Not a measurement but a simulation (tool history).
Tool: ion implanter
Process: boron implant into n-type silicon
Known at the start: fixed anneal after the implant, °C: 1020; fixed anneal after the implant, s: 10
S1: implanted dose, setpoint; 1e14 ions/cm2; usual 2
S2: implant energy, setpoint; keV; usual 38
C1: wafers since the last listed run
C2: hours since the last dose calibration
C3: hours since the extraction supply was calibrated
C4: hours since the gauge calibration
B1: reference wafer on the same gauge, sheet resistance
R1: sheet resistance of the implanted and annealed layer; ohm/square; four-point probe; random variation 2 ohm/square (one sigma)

{"run": 1, "day": 0.0, "S1": 2, "S2": 38, "C1": 0, "C2": 976.1, "C3": 4148.8, "C4": 2083.4, "B1": 382.17, "R1": 414.65}
{"run": 2, "day": 3.588, "S1": 2, "S2": 28, "C1": 1431, "C2": 1062.2, "C3": 4234.9, "C4": 2169.5, "B1": 381.76, "R1": 437.53}
{"run": 3, "day": 6.162, "S1": 2, "S2": 28, "C1": 1027, "C2": 1124, "C3": 4296.7, "C4": 2231.3, "B1": 382, "R1": 436.84}
{"run": 4, "day": 14.875, "S1": 2, "S2": 38, "C1": 3475, "C2": 1333.1, "C3": 4505.8, "C4": 2440.4, "B1": 381.55, "R1": 422.48}
{"day": 15.979, "done": "Faraday cup replaced and dose calibrated"}
{"run": 5, "day": 19.225, "S1": 2, "S2": 38, "C1": 1602, "C2": 77.9, "C3": 4610.2, "C4": 2544.8, "B1": 382.84, "R1": 410.85}
{"run": 6, "day": 20.775, "S1": 2, "S2": 38, "C1": 618, "C2": 115.1, "C3": 4647.4, "C4": 2582, "B1": 381.68, "R1": 414.6}
{"run": 7, "day": 24.738, "S1": 2, "S2": 38, "C1": 1580, "C2": 210.2, "C3": 4742.5, "C4": 2677.1, "B1": 382.22, "R1": 410.86}
{"run": 8, "day": 28.15, "S1": 1.77, "S2": 38, "C1": 1361, "C2": 292.1, "C3": 4824.4, "C4": 2759, "B1": 381.85, "R1": 451.06}
{"run": 9, "day": 31.467, "S1": 1.77, "S2": 38, "C1": 1323, "C2": 371.7, "C3": 4904, "C4": 2838.6, "B1": 382.48, "R1": 449.71}
{"run": 10, "day": 34.988, "S1": 1.77, "S2": 38, "C1": 1404, "C2": 456.2, "C3": 4988.5, "C4": 2923.1, "B1": 382.41, "R1": 450.46}
{"run": 11, "day": 46.808, "S1": 2.43, "S2": 38, "C1": 4715, "C2": 739.9, "C3": 5272.2, "C4": 3206.8, "B1": 381.76, "R1": 358.18}
{"run": 12, "day": 48.488, "S1": 2.43, "S2": 38, "C1": 669, "C2": 780.2, "C3": 5312.5, "C4": 3247.1, "B1": 382.33, "R1": 357.65}
{"run": 13, "day": 52.117, "S1": 2.36, "S2": 38, "C1": 1447, "C2": 867.3, "C3": 5399.6, "C4": 3334.2, "B1": 382.08, "R1": 367.82}
{"run": 14, "day": 55.471, "S1": 2.36, "S2": 38, "C1": 1338, "C2": 947.8, "C3": 5480.1, "C4": 3414.7, "B1": 382.15, "R1": 369.05}
{"run": 15, "day": 59.804, "S1": 2.36, "S2": 38, "C1": 1728, "C2": 1051.8, "C3": 5584.1, "C4": 3518.7, "B1": 381.88, "R1": 368.32}
{"day": 61.138, "done": "Faraday cup replaced and dose calibrated"}
{"run": 16, "day": 61.408, "S1": 2, "S2": 38, "C1": 506, "C2": 6.5, "C3": 5622.6, "C4": 3557.2, "B1": 381.98, "R1": 431.48}
{"day": 67.783, "done": "gauge calibrated"}
{"run": 17, "day": 70.438, "S1": 1.64, "S2": 38, "C1": 3602, "C2": 223.2, "C3": 5839.3, "C4": 63.7, "B1": 381.52, "R1": 497.62}
{"run": 18, "day": 73.721, "S1": 2.53, "S2": 47.5, "C1": 1309, "C2": 302, "C3": 5918.1, "C4": 142.5, "B1": 381.74, "R1": 352.27}
{"run": 19, "day": 78.033, "S1": 2, "S2": 38, "C1": 1720, "C2": 405.5, "C3": 6021.6, "C4": 246, "B1": 382.29, "R1": 432.83}
{"run": 20, "day": 80.483, "S1": 2.16, "S2": 27, "C1": 977, "C2": 464.3, "C3": 6080.4, "C4": 304.8, "B1": 382.5, "R1": 426.7}
{"day": 81.4, "done": "Faraday cup replaced and dose calibrated, repeated, since the last time left the tool worse"}
{"run": 21, "day": 83.688, "S1": 1.58, "S2": 38, "C1": 1145, "C2": 54.9, "C3": 6157.3, "C4": 381.7, "B1": 381.92, "R1": 493.3}
{"run": 22, "day": 85.75, "S1": 2.59, "S2": 49, "C1": 822, "C2": 104.4, "C3": 6206.8, "C4": 431.2, "B1": 381.59, "R1": 328.36}
{"run": 23, "day": 87.683, "S1": 1.45, "S2": 49, "C1": 771, "C2": 150.8, "C3": 6253.2, "C4": 477.6, "B1": 382.37, "R1": 501.21}
{"day": 89.196, "done": "extraction supply calibrated"}
{"run": 24, "day": 90.271, "S1": 1.48, "S2": 34.5, "C1": 899, "C2": 212.9, "C3": 25.8, "C4": 539.7, "B1": 381.83, "R1": 525.58}
{"run": 25, "day": 93.612, "S1": 2, "S2": 28, "C1": 1333, "C2": 293.1, "C3": 106, "C4": 619.9, "B1": 381.7, "R1": 426.98}
{"run": 26, "day": 96.354, "S1": 2, "S2": 38, "C1": 1093, "C2": 358.9, "C3": 171.8, "C4": 685.7, "B1": 381.84, "R1": 409.23}
{"run": 27, "day": 98.742, "S1": 2.16, "S2": 38, "C1": 952, "C2": 416.2, "C3": 229.1, "C4": 743, "B1": 381.84, "R1": 391.77}
{"run": 28, "day": 100.421, "S1": 2.2, "S2": 48.5, "C1": 669, "C2": 456.5, "C3": 269.4, "C4": 783.3, "B1": 382.53, "R1": 369.3}
{"run": 29, "day": 104.312, "S1": 2.36, "S2": 38, "C1": 1552, "C2": 549.9, "C3": 362.8, "C4": 876.7, "B1": 381.55, "R1": 366.13}
{"run": 30, "day": 115.229, "S1": 2, "S2": 45, "C1": 4354, "C2": 811.9, "C3": 624.8, "C4": 1138.7, "B1": 381.78, "R1": 405.97}
{"run": 31, "day": 119.121, "S1": 2, "S2": 38, "C1": 1552, "C2": 905.3, "C3": 718.2, "C4": 1232.1, "B1": 382.41, "R1": 416.49}
{"run": 32, "day": 120.746, "S1": 2, "S2": 38, "C1": 648, "C2": 944.3, "C3": 757.2, "C4": 1271.1, "B1": 381.98, "R1": 415.78}
{"run": 33, "day": 125.15, "S1": 2, "S2": 48.5, "C1": 1756, "C2": 1050, "C3": 862.9, "C4": 1376.8, "B1": 381.41, "R1": 404.59}

What the log doesn't show, run by run:
deviation of the true energy from its setpoint, %: 0 in every run
gauge reads high (%): 0 in every run
H1: deviation of the true dose from the Faraday cup's reading, %
run=1 H1=-2.25
run=2 H1=-2.66
run=3 H1=-2.97
run=4 H1=-4.17
run=5 H1=-0.232
run=6 H1=-0.249
run=7 H1=-0.321
run=8 H1=-0.416
run=9 H1=-0.539
run=10 H1=-0.702
run=11 H1=-1.49
run=12 H1=-1.63
run=13 H1=-1.97
run=14 H1=-2.31
run=15 H1=-2.79
run=16 H1=-5.97
run=17 H1=-6.09
run=18 H1=-6.19
run=19 H1=-6.36
run=20 H1=-6.48
run=21 H1=0.0297
run=22 H1=0.0113
run=23 H1=-0.0163
run=24 H1=-0.0688
run=25 H1=-0.163
run=26 H1=-0.263
run=27 H1=-0.366
run=28 H1=-0.448
run=29 H1=-0.667
run=30 H1=-1.5
run=31 H1=-1.87
run=32 H1=-2.04
run=33 H1=-2.53
